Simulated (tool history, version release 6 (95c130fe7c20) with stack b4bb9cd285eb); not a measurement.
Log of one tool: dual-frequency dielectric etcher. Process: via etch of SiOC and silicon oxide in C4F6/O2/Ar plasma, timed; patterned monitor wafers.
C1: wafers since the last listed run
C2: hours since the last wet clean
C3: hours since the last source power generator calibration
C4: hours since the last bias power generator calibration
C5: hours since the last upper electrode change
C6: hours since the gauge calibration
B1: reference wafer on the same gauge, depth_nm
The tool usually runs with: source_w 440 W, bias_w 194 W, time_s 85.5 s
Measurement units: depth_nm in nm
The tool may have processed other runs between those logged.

{"run": 1, "hour": 0.0, "source_w": 480, "bias_w": 194, "time_s": 85.5, "C1": 0, "C2": 261.1, "C3": 527.8, "C4": 3538, "C5": 4471.2, "C6": 449.8, "B1": 104, "depth_nm": 113.7}
{"run": 2, "hour": 42.4, "source_w": 480, "bias_w": 194, "time_s": 85.5, "C1": 430, "C2": 303.5, "C3": 570.2, "C4": 3580.4, "C5": 4513.6, "C6": 492.2, "B1": 104.1, "depth_nm": 113}
{"run": 3, "hour": 76.5, "source_w": 470, "bias_w": 194, "time_s": 85.5, "C1": 346, "C2": 337.6, "C3": 604.3, "C4": 3614.5, "C5": 4547.7, "C6": 526.3, "B1": 104.1, "depth_nm": 112.1}
{"run": 4, "hour": 221.3, "source_w": 440, "bias_w": 194, "time_s": 98, "C1": 1469, "C2": 482.4, "C3": 749.1, "C4": 3759.3, "C5": 4692.5, "C6": 671.1, "B1": 104, "depth_nm": 124.8}
{"hour": 286.6, "done": "wet clean of the chamber"}
{"run": 5, "hour": 287.1, "source_w": 440, "bias_w": 194, "time_s": 98, "C1": 424, "C2": 0.5, "C3": 814.9, "C4": 3825.1, "C5": 4758.3, "C6": 736.9, "B1": 104, "depth_nm": 125.3}
{"run": 6, "hour": 310.2, "source_w": 440, "bias_w": 194, "time_s": 98, "C1": 234, "C2": 23.6, "C3": 838, "C4": 3848.2, "C5": 4781.4, "C6": 760, "B1": 104, "depth_nm": 125.1}
{"run": 7, "hour": 377.1, "source_w": 440, "bias_w": 168, "time_s": 73, "C1": 679, "C2": 90.5, "C3": 904.9, "C4": 3915.1, "C5": 4848.3, "C6": 826.9, "B1": 104, "depth_nm": 91.2}
{"run": 8, "hour": 407.0, "source_w": 440, "bias_w": 194, "time_s": 85.5, "C1": 303, "C2": 120.4, "C3": 934.8, "C4": 3945, "C5": 4878.2, "C6": 856.8, "B1": 103.9, "depth_nm": 107.7}
{"hour": 421.7, "done": "gauge calibrated"}
{"hour": 452.2, "done": "bias power generator calibrated"}
{"run": 9, "hour": 460.8, "source_w": 440, "bias_w": 194, "time_s": 85.5, "C1": 505, "C2": 174.2, "C3": 988.6, "C4": 8.6, "C5": 4932, "C6": 39.1, "B1": 104, "depth_nm": 107.3}
{"run": 10, "hour": 490.5, "source_w": 440, "bias_w": 194, "time_s": 85.5, "C1": 301, "C2": 203.9, "C3": 1018.3, "C4": 38.3, "C5": 4961.7, "C6": 68.8, "B1": 104, "depth_nm": 108.3}
{"run": 11, "hour": 553.8, "source_w": 440, "bias_w": 178, "time_s": 85.5, "C1": 642, "C2": 267.2, "C3": 1081.6, "C4": 101.6, "C5": 5025, "C6": 132.1, "B1": 104, "depth_nm": 107.2}
{"run": 12, "hour": 718.2, "source_w": 440, "bias_w": 182, "time_s": 85.5, "C1": 1668, "C2": 431.6, "C3": 1246, "C4": 266, "C5": 5189.4, "C6": 296.5, "B1": 103.9, "depth_nm": 106.6}
{"run": 13, "hour": 778.7, "source_w": 440, "bias_w": 182, "time_s": 85.5, "C1": 614, "C2": 492.1, "C3": 1306.5, "C4": 326.5, "C5": 5249.9, "C6": 357, "B1": 104.1, "depth_nm": 106.1}
{"run": 14, "hour": 822.4, "source_w": 470, "bias_w": 209, "time_s": 99, "C1": 443, "C2": 535.8, "C3": 1350.2, "C4": 370.2, "C5": 5293.6, "C6": 400.7, "B1": 104, "depth_nm": 129.2}
{"hour": 905.9, "done": "wet clean of the chamber"}
{"run": 15, "hour": 906.4, "source_w": 440, "bias_w": 161, "time_s": 85.5, "C1": 608, "C2": 0.5, "C3": 1434.2, "C4": 454.2, "C5": 5377.6, "C6": 484.7, "B1": 103.9, "depth_nm": 103.5}
{"run": 16, "hour": 943.5, "source_w": 350, "bias_w": 235, "time_s": 110, "C1": 376, "C2": 37.6, "C3": 1471.3, "C4": 491.3, "C5": 5414.7, "C6": 521.8, "B1": 104, "depth_nm": 128.4}
{"hour": 984.5, "done": "upper electrode replaced"}
{"run": 17, "hour": 985.0, "source_w": 440, "bias_w": 194, "time_s": 85.5, "C1": 177, "C2": 79.1, "C3": 1512.8, "C4": 532.8, "C5": 0.5, "C6": 563.3, "B1": 104, "depth_nm": 108}
{"run": 18, "hour": 1015.4, "source_w": 440, "bias_w": 150, "time_s": 85.5, "C1": 308, "C2": 109.5, "C3": 1543.2, "C4": 563.2, "C5": 30.9, "C6": 593.7, "B1": 104, "depth_nm": 102.5}
{"hour": 1063.4, "done": "source power generator calibrated"}
{"run": 19, "hour": 1079.0, "source_w": 380, "bias_w": 194, "time_s": 85.5, "C1": 604, "C2": 173.1, "C3": 15.6, "C4": 626.8, "C5": 94.5, "C6": 657.3, "B1": 104.1, "depth_nm": 102.1}
{"run": 20, "hour": 1117.3, "source_w": 440, "bias_w": 180, "time_s": 85.5, "C1": 388, "C2": 211.4, "C3": 53.9, "C4": 665.1, "C5": 132.8, "C6": 695.6, "B1": 104, "depth_nm": 108.3}
{"run": 21, "hour": 1171.8, "source_w": 440, "bias_w": 231, "time_s": 108.5, "C1": 553, "C2": 265.9, "C3": 108.4, "C4": 719.6, "C5": 187.3, "C6": 750.1, "B1": 103.9, "depth_nm": 144}
{"hour": 1184.9, "done": "gauge calibrated"}
{"run": 22, "hour": 1247.1, "source_w": 350, "bias_w": 171, "time_s": 64, "C1": 764, "C2": 341.2, "C3": 183.7, "C4": 794.9, "C5": 262.6, "C6": 62.2, "B1": 104.1, "depth_nm": 72.1}
{"run": 23, "hour": 1310.6, "source_w": 350, "bias_w": 235, "time_s": 110, "C1": 644, "C2": 404.7, "C3": 247.2, "C4": 858.4, "C5": 326.1, "C6": 125.7, "B1": 104, "depth_nm": 132.4}
{"run": 24, "hour": 1358.5, "source_w": 440, "bias_w": 194, "time_s": 85.5, "C1": 486, "C2": 452.6, "C3": 295.1, "C4": 906.3, "C5": 374, "C6": 173.6, "B1": 104, "depth_nm": 110.5}
{"run": 25, "hour": 1407.9, "source_w": 440, "bias_w": 194, "time_s": 85.5, "C1": 501, "C2": 502, "C3": 344.5, "C4": 955.7, "C5": 423.4, "C6": 223, "B1": 104, "depth_nm": 109.1}
{"run": 26, "hour": 1449.9, "source_w": 340, "bias_w": 231, "time_s": 108.5, "C1": 426, "C2": 544, "C3": 386.5, "C4": 997.7, "C5": 465.4, "C6": 265, "B1": 104, "depth_nm": 126.2}
{"run": 27, "hour": 1491.5, "source_w": 440, "bias_w": 194, "time_s": 85.5, "C1": 422, "C2": 585.6, "C3": 428.1, "C4": 1039.3, "C5": 507, "C6": 306.6, "B1": 104, "depth_nm": 109.1}

Each row is a separate what-if for the run after 27, all from the same tool condition, not one after another. Results?
{"run": "A", "hour": 1491.9, "source_w": 440, "bias_w": 194, "time_s": 85.5, "C1": 4, "C2": 586, "C3": 428.5, "C4": 1039.7, "C5": 507.4, "C6": 307, "B1": "?", "depth_nm": "?"}
{"run": "B", "hour": 1491.9, "source_w": 470, "bias_w": 160, "time_s": 94, "C1": 4, "C2": 586, "C3": 428.5, "C4": 1039.7, "C5": 507.4, "C6": 307, "B1": "?", "depth_nm": "?"}
{"run": "C", "hour": 1491.9, "source_w": 440, "bias_w": 194, "time_s": 106.5, "C1": 4, "C2": 586, "C3": 428.5, "C4": 1039.7, "C5": 507.4, "C6": 307, "B1": "?", "depth_nm": "?"}

run=A B1=104 depth_nm=110.3
run=B B1=104 depth_nm=121.2
run=C B1=104 depth_nm=137.4
With the hidden condition removed and each run's random variation left untouched, the same runs would have given:
run=A depth_nm=110.9
run=B depth_nm=121.9
run=C depth_nm=138.1
